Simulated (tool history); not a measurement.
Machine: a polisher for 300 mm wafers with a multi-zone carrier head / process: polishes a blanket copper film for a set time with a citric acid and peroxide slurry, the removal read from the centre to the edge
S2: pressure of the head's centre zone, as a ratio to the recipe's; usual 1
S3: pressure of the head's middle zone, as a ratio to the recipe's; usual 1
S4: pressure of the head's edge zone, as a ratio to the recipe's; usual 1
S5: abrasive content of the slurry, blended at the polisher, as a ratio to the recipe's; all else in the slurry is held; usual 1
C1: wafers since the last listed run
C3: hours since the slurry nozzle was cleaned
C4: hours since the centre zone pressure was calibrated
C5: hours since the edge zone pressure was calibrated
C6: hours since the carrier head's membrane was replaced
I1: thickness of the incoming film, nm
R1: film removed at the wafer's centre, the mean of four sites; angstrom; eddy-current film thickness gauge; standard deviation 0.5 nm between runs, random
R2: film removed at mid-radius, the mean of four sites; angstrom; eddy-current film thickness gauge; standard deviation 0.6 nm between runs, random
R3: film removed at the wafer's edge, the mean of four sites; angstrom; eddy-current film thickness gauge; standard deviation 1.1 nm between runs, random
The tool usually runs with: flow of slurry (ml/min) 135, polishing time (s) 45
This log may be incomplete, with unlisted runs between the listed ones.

run 1 day=0 | flow_of_slurry_(ml/min)=135 S2=1 S3=1 S4=1 S5=1 polishing_time_(s)=45 | C1=0 wafers_polished_on_this_pad=1681 C3=469.5 C4=442.4 C5=30.8 C6=1926.8 | I1=778.3 | R1=692 R2=704 R3=690
-- day=1.317 carrier head's membrane replaced by a new one
run 2 day=2.3 | flow_of_slurry_(ml/min)=135 S2=1 S3=0.9 S4=1.08 S5=1 polishing_time_(s)=45 | C1=628 wafers_polished_on_this_pad=2310 C3=524.7 C4=497.6 C5=86 C6=23.6 | I1=778.2 | R1=692 R2=617 R3=711
-- day=2.525 slurry nozzle cleaned
run 3 day=4.467 | flow_of_slurry_(ml/min)=135 S2=1 S3=0.91 S4=1 S5=1 polishing_time_(s)=45 | C1=638 wafers_polished_on_this_pad=2948 C3=46.6 C4=549.6 C5=138 C6=75.6 | I1=780.4 | R1=722 R2=645 R3=711
run 4 day=5.938 | flow_of_slurry_(ml/min)=115 S2=1 S3=1.11 S4=1 S5=0.75 polishing_time_(s)=37 | C1=441 wafers_polished_on_this_pad=3389 C3=81.9 C4=584.9 C5=173.3 C6=110.9 | I1=781.3 | R1=528 R2=578 R3=528
run 5 day=8.042 | flow_of_slurry_(ml/min)=135 S2=1 S3=1 S4=1 S5=1.25 polishing_time_(s)=45 | C1=631 wafers_polished_on_this_pad=4021 C3=132.4 C4=635.4 C5=223.8 C6=161.4 | I1=769.6 | R1=738 R2=721 R3=722
run 6 day=11.004 | flow_of_slurry_(ml/min)=135 S2=1 S3=1 S4=1 S5=1 polishing_time_(s)=45 | C1=889 wafers_polished_on_this_pad=4911 C3=203.5 C4=706.5 C5=294.9 C6=232.5 | I1=783.3 | R1=689 R2=685 R3=669
run 7 day=13.254 | flow_of_slurry_(ml/min)=135 S2=1 S3=1 S4=1 S5=1 polishing_time_(s)=45 | C1=675 wafers_polished_on_this_pad=5587 C3=257.5 C4=760.5 C5=348.9 C6=286.5 | I1=770.2 | R1=672 R2=661 R3=677
-- day=13.629 worn pad replaced by a new one
run 8 day=15.679 | flow_of_slurry_(ml/min)=135 S2=1 S3=1 S4=1 S5=1 polishing_time_(s)=45 | C1=678 wafers_polished_on_this_pad=615 C3=315.7 C4=818.7 C5=407.1 C6=344.7 | I1=778 | R1=705 R2=708 R3=710
run 9 day=16.954 | flow_of_slurry_(ml/min)=135 S2=0.95 S3=1 S4=1 S5=1 polishing_time_(s)=57 | C1=382 wafers_polished_on_this_pad=998 C3=346.3 C4=849.3 C5=437.7 C6=375.3 | I1=777.2 | R1=857 R2=904 R3=890
run 10 day=18.812 | flow_of_slurry_(ml/min)=95 S2=0.94 S3=0.97 S4=1 S5=0.8 polishing_time_(s)=45 | C1=558 wafers_polished_on_this_pad=1556 C3=390.9 C4=893.9 C5=482.3 C6=419.9 | I1=784.1 | R1=580 R2=603 R3=650
-- day=20.15 edge zone pressure recalibrated
run 11 day=21.775 | flow_of_slurry_(ml/min)=135 S2=1 S3=1 S4=1 S5=1 polishing_time_(s)=45 | C1=864 wafers_polished_on_this_pad=2420 C3=462 C4=965 C5=39 C6=491 | I1=793.4 | R1=698 R2=694 R3=695
-- day=23.925 slurry nozzle cleaned
run 12 day=24.321 | flow_of_slurry_(ml/min)=110 S2=1 S3=1 S4=0.94 S5=0.85 polishing_time_(s)=31 | C1=752 wafers_polished_on_this_pad=3172 C3=9.5 C4=1026.1 C5=100.1 C6=552.1 | I1=785.7 | R1=460 R2=452 R3=436
run 13 day=26.475 | flow_of_slurry_(ml/min)=135 S2=1 S3=1 S4=1.04 S5=0.85 polishing_time_(s)=45 | C1=646 wafers_polished_on_this_pad=3819 C3=61.2 C4=1077.8 C5=151.8 C6=603.8 | I1=780.3 | R1=686 R2=672 R3=678
run 14 day=27.633 | flow_of_slurry_(ml/min)=100 S2=1 S3=1.11 S4=1 S5=1 polishing_time_(s)=45 | C1=347 wafers_polished_on_this_pad=4167 C3=89 C4=1105.6 C5=179.6 C6=631.6 | I1=775.7 | R1=666 R2=725 R3=665
-- day=29.304 centre zone pressure recalibrated
run 15 day=30 | flow_of_slurry_(ml/min)=110 S2=1 S3=1.09 S4=1 S5=1.3 polishing_time_(s)=51 | C1=685 wafers_polished_on_this_pad=4853 C3=145.8 C4=16.7 C5=236.4 C6=688.4 | I1=779.8 | R1=811 R2=852 R3=813
-- day=31.758 worn pad replaced by a new one
run 16 day=32.442 | flow_of_slurry_(ml/min)=135 S2=1.12 S3=1 S4=1 S5=1 polishing_time_(s)=45 | C1=683 wafers_polished_on_this_pad=204 C3=204.4 C4=75.3 C5=295 C6=747 | I1=768.8 | R1=782 R2=708 R3=715
run 17 day=33.458 | flow_of_slurry_(ml/min)=135 S2=0.95 S3=1.1 S4=1 S5=1 polishing_time_(s)=45 | C1=305 wafers_polished_on_this_pad=510 C3=228.8 C4=99.7 C5=319.4 C6=771.4 | I1=772.2 | R1=696 R2=774 R3=710
run 18 day=36.054 | flow_of_slurry_(ml/min)=175 S2=1 S3=1 S4=1 S5=1 polishing_time_(s)=45 | C1=779 wafers_polished_on_this_pad=1289 C3=291.1 C4=162 C5=381.7 C6=833.7 | I1=770.3 | R1=738 R2=726 R3=729
run 19 day=38.092 | flow_of_slurry_(ml/min)=115 S2=0.97 S3=1.08 S4=1 S5=1 polishing_time_(s)=45 | C1=611 wafers_polished_on_this_pad=1901 C3=340 C4=210.9 C5=430.6 C6=882.6 | I1=786.9 | R1=668 R2=725 R3=685
run 20 day=40.142 | flow_of_slurry_(ml/min)=135 S2=1 S3=1 S4=1 S5=1.15 polishing_time_(s)=45 | C1=615 wafers_polished_on_this_pad=2517 C3=389.2 C4=260.1 C5=479.8 C6=931.8 | I1=774.8 | R1=725 R2=713 R3=735

Each row is a separate what-if for the run after 20, all from the same tool condition, not one after another. Results?
run A day=40.158 | flow_of_slurry_(ml/min)=135 S2=1.08 S3=1 S4=1 S5=1 polishing_time_(s)=45 | C1=5 wafers_polished_on_this_pad=2522 C3=389.6 C4=260.5 C5=480.2 C6=932.2 | I1=785.6 | R1=? R2=? R3=?
run B day=40.158 | flow_of_slurry_(ml/min)=135 S2=1.08 S3=0.93 S4=1.11 S5=1 polishing_time_(s)=31 | C1=5 wafers_polished_on_this_pad=2522 C3=389.6 C4=260.5 C5=480.2 C6=932.2 | I1=785.6 | R1=? R2=? R3=?
run C day=40.158 | flow_of_slurry_(ml/min)=135 S2=1 S3=1.11 S4=1 S5=0.75 polishing_time_(s)=45 | C1=5 wafers_polished_on_this_pad=2522 C3=389.6 C4=260.5 C5=480.2 C6=932.2 | I1=785.6 | R1=? R2=? R3=?
run D day=40.158 | flow_of_slurry_(ml/min)=110 S2=1 S3=0.89 S4=1 S5=1 polishing_time_(s)=45 | C1=5 wafers_polished_on_this_pad=2522 C3=389.6 C4=260.5 C5=480.2 C6=932.2 | I1=785.6 | R1=? R2=? R3=?
run E day=40.158 | flow_of_slurry_(ml/min)=135 S2=0.9 S3=1.12 S4=1 S5=1 polishing_time_(s)=45 | C1=5 wafers_polished_on_this_pad=2522 C3=389.6 C4=260.5 C5=480.2 C6=932.2 | I1=785.6 | R1=? R2=? R3=?

run=A R1=738 R2=696 R3=714
run=B R1=508 R2=451 R3=518
run=C R1=656 R2=714 R3=669
run=D R1=667 R2=606 R3=695
run=E R1=651 R2=767 R3=713
Had the tool no hidden state, the same runs would have come out as:
run=A R1=773 R2=726 R3=739
run=B R1=532 R2=471 R3=536
run=C R1=688 R2=745 R3=692
run=D R1=702 R2=635 R3=721
run=E R1=682 R2=800 R3=738

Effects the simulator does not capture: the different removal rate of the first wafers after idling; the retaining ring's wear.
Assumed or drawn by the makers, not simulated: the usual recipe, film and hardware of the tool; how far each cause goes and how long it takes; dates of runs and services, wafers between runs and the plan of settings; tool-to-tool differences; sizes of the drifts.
